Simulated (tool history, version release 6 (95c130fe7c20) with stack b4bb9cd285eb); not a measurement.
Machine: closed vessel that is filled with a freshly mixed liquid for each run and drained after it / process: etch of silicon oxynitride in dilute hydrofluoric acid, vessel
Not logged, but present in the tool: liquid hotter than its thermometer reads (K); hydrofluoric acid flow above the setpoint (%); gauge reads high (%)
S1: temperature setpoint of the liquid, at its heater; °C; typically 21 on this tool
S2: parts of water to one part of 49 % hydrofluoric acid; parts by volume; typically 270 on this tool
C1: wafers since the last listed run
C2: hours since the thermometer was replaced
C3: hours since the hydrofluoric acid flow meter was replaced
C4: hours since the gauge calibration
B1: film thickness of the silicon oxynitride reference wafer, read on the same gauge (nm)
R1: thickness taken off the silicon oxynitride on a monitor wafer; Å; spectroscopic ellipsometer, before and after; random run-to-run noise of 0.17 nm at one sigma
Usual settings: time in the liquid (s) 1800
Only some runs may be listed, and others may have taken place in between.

{"run": 1, "day": 0.0, "S1": 19, "S2": 270, "time in the liquid (s)": 1800, "C1": 0, "C2": 1404.6, "C3": 653.4, "C4": 805.3, "B1": 80.02, "R1": 273.1}
{"day": 1.812, "done": "hydrofluoric acid flow meter replaced"}
{"day": 2.021, "done": "thermometer replaced"}
{"run": 2, "day": 2.85, "S1": 21, "S2": 270, "time in the liquid (s)": 1800, "C1": 2420, "C2": 19.9, "C3": 24.9, "C4": 873.7, "B1": 80.03, "R1": 256.5}
{"run": 3, "day": 4.2, "S1": 21, "S2": 270, "time in the liquid (s)": 1800, "C1": 1180, "C2": 52.3, "C3": 57.3, "C4": 906.1, "B1": 80, "R1": 261.2}
{"run": 4, "day": 6.55, "S1": 21, "S2": 270, "time in the liquid (s)": 2650, "C1": 2055, "C2": 108.7, "C3": 113.7, "C4": 962.5, "B1": 80, "R1": 387.3}
{"run": 5, "day": 9.271, "S1": 21, "S2": 270, "time in the liquid (s)": 2650, "C1": 2380, "C2": 174, "C3": 179, "C4": 1027.8, "B1": 80.05, "R1": 388.3}
{"run": 6, "day": 11.7, "S1": 23, "S2": 305, "time in the liquid (s)": 1800, "C1": 2125, "C2": 232.3, "C3": 237.3, "C4": 1086.1, "B1": 79.96, "R1": 255}
{"run": 7, "day": 14.325, "S1": 23, "S2": 305, "time in the liquid (s)": 1800, "C1": 2296, "C2": 295.3, "C3": 300.3, "C4": 1149.1, "B1": 80.01, "R1": 257.6}
{"run": 8, "day": 16.862, "S1": 23, "S2": 305, "time in the liquid (s)": 1800, "C1": 2219, "C2": 356.2, "C3": 361.2, "C4": 1210, "B1": 80, "R1": 260.3}
{"day": 17.996, "done": "gauge calibrated"}
{"run": 9, "day": 18.104, "S1": 21, "S2": 205, "time in the liquid (s)": 1800, "C1": 1086, "C2": 386, "C3": 391, "C4": 2.6, "B1": 80.04, "R1": 380}
{"run": 10, "day": 20.704, "S1": 21, "S2": 205, "time in the liquid (s)": 1800, "C1": 2274, "C2": 448.4, "C3": 453.4, "C4": 65, "B1": 80.03, "R1": 380.9}
{"run": 11, "day": 23.083, "S1": 18, "S2": 150, "time in the liquid (s)": 820, "C1": 2081, "C2": 505.5, "C3": 510.5, "C4": 122.1, "B1": 79.98, "R1": 217.3}
{"run": 12, "day": 24.529, "S1": 18.5, "S2": 395, "time in the liquid (s)": 1800, "C1": 1264, "C2": 540.2, "C3": 545.2, "C4": 156.8, "B1": 79.97, "R1": 163.3}
{"run": 13, "day": 25.754, "S1": 21, "S2": 270, "time in the liquid (s)": 1800, "C1": 1071, "C2": 569.6, "C3": 574.6, "C4": 186.2, "B1": 79.97, "R1": 286}
{"run": 14, "day": 29.796, "S1": 17.5, "S2": 340, "time in the liquid (s)": 1800, "C1": 3535, "C2": 666.6, "C3": 671.6, "C4": 283.2, "B1": 79.97, "R1": 190.5}
{"day": 31.467, "done": "hydrofluoric acid flow meter replaced"}
{"run": 15, "day": 31.9, "S1": 22.5, "S2": 235, "time in the liquid (s)": 1460, "C1": 1804, "C2": 717.1, "C3": 10.4, "C4": 333.7, "B1": 80, "R1": 272.6}
{"run": 16, "day": 33.542, "S1": 25, "S2": 190, "time in the liquid (s)": 1800, "C1": 1436, "C2": 756.5, "C3": 49.8, "C4": 373.1, "B1": 80.03, "R1": 475.9}
{"run": 17, "day": 35.304, "S1": 24, "S2": 350, "time in the liquid (s)": 1800, "C1": 1541, "C2": 798.8, "C3": 92.1, "C4": 415.4, "B1": 79.97, "R1": 224.5}
{"run": 18, "day": 36.583, "S1": 23.5, "S2": 395, "time in the liquid (s)": 2290, "C1": 1119, "C2": 829.5, "C3": 122.8, "C4": 446.1, "B1": 79.99, "R1": 242.6}
{"run": 19, "day": 39.212, "S1": 19, "S2": 395, "time in the liquid (s)": 1800, "C1": 2300, "C2": 892.6, "C3": 185.9, "C4": 509.2, "B1": 79.94, "R1": 160.1}
{"run": 20, "day": 42.208, "S1": 21, "S2": 320, "time in the liquid (s)": 2295, "C1": 2620, "C2": 964.5, "C3": 257.8, "C4": 581.1, "B1": 80.01, "R1": 293.5}
{"run": 21, "day": 43.262, "S1": 21, "S2": 270, "time in the liquid (s)": 1185, "C1": 922, "C2": 989.8, "C3": 283.1, "C4": 606.4, "B1": 80.02, "R1": 184.6}
{"run": 22, "day": 45.808, "S1": 22.5, "S2": 235, "time in the liquid (s)": 1460, "C1": 2227, "C2": 1050.9, "C3": 344.2, "C4": 667.5, "B1": 79.97, "R1": 285.7}
{"run": 23, "day": 48.417, "S1": 21, "S2": 270, "time in the liquid (s)": 1800, "C1": 2281, "C2": 1113.5, "C3": 406.8, "C4": 730.1, "B1": 79.97, "R1": 288.4}
{"run": 24, "day": 49.775, "S1": 21, "S2": 270, "time in the liquid (s)": 1800, "C1": 1188, "C2": 1146.1, "C3": 439.4, "C4": 762.7, "B1": 80.05, "R1": 289.9}
{"run": 25, "day": 52.271, "S1": 21, "S2": 330, "time in the liquid (s)": 1800, "C1": 2183, "C2": 1206, "C3": 499.3, "C4": 822.6, "B1": 80.05, "R1": 230.8}
{"run": 26, "day": 53.471, "S1": 21, "S2": 365, "time in the liquid (s)": 825, "C1": 1049, "C2": 1234.8, "C3": 528.1, "C4": 851.4, "B1": 80.01, "R1": 93.2}
{"run": 27, "day": 54.779, "S1": 21, "S2": 270, "time in the liquid (s)": 1800, "C1": 1144, "C2": 1266.2, "C3": 559.5, "C4": 882.8, "B1": 79.98, "R1": 296.2}
{"run": 28, "day": 56.9, "S1": 17, "S2": 190, "time in the liquid (s)": 1800, "C1": 1855, "C2": 1317.1, "C3": 610.4, "C4": 933.7, "B1": 79.99, "R1": 369.6}
{"run": 29, "day": 58.371, "S1": 21, "S2": 150, "time in the liquid (s)": 1800, "C1": 1286, "C2": 1352.4, "C3": 645.7, "C4": 969, "B1": 80.04, "R1": 584.3}
{"day": 58.917, "done": "hydrofluoric acid flow meter replaced"}
{"run": 30, "day": 60.612, "S1": 22.5, "S2": 335, "time in the liquid (s)": 2655, "C1": 1924, "C2": 1406.2, "C3": 40.7, "C4": 1022.8, "B1": 79.98, "R1": 340.6}
{"run": 31, "day": 63.112, "S1": 18.5, "S2": 270, "time in the liquid (s)": 1800, "C1": 2187, "C2": 1466.2, "C3": 100.7, "C4": 1082.8, "B1": 79.99, "R1": 247.4}
{"day": 63.121, "done": "gauge calibrated"}
{"run": 32, "day": 65.062, "S1": 19, "S2": 185, "time in the liquid (s)": 1800, "C1": 1705, "C2": 1513, "C3": 147.5, "C4": 46.6, "B1": 80, "R1": 400}

Had the tool no unlogged condition, and each run kept its random variation, what would the results have been?
run=1 R1=230.6
run=2 R1=250.8
run=3 R1=253.9
run=4 R1=372.6
run=5 R1=369.3
run=6 R1=239.8
run=7 R1=239.6
run=8 R1=239.4
run=9 R1=348.3
run=10 R1=345.4
run=11 R1=195.3
run=12 R1=145.2
run=13 R1=253.6
run=14 R1=165.9
run=15 R1=258.3
run=16 R1=447.6
run=17 R1=210
run=18 R1=225.6
run=19 R1=146.9
run=20 R1=265.9
run=21 R1=166.4
run=22 R1=254.9
run=23 R1=254.4
run=24 R1=254.3
run=25 R1=200.3
run=26 R1=80.5
run=27 R1=254.4
run=28 R1=314.1
run=29 R1=494.6
run=30 R1=311.4
run=31 R1=222.7
run=32 R1=356.2

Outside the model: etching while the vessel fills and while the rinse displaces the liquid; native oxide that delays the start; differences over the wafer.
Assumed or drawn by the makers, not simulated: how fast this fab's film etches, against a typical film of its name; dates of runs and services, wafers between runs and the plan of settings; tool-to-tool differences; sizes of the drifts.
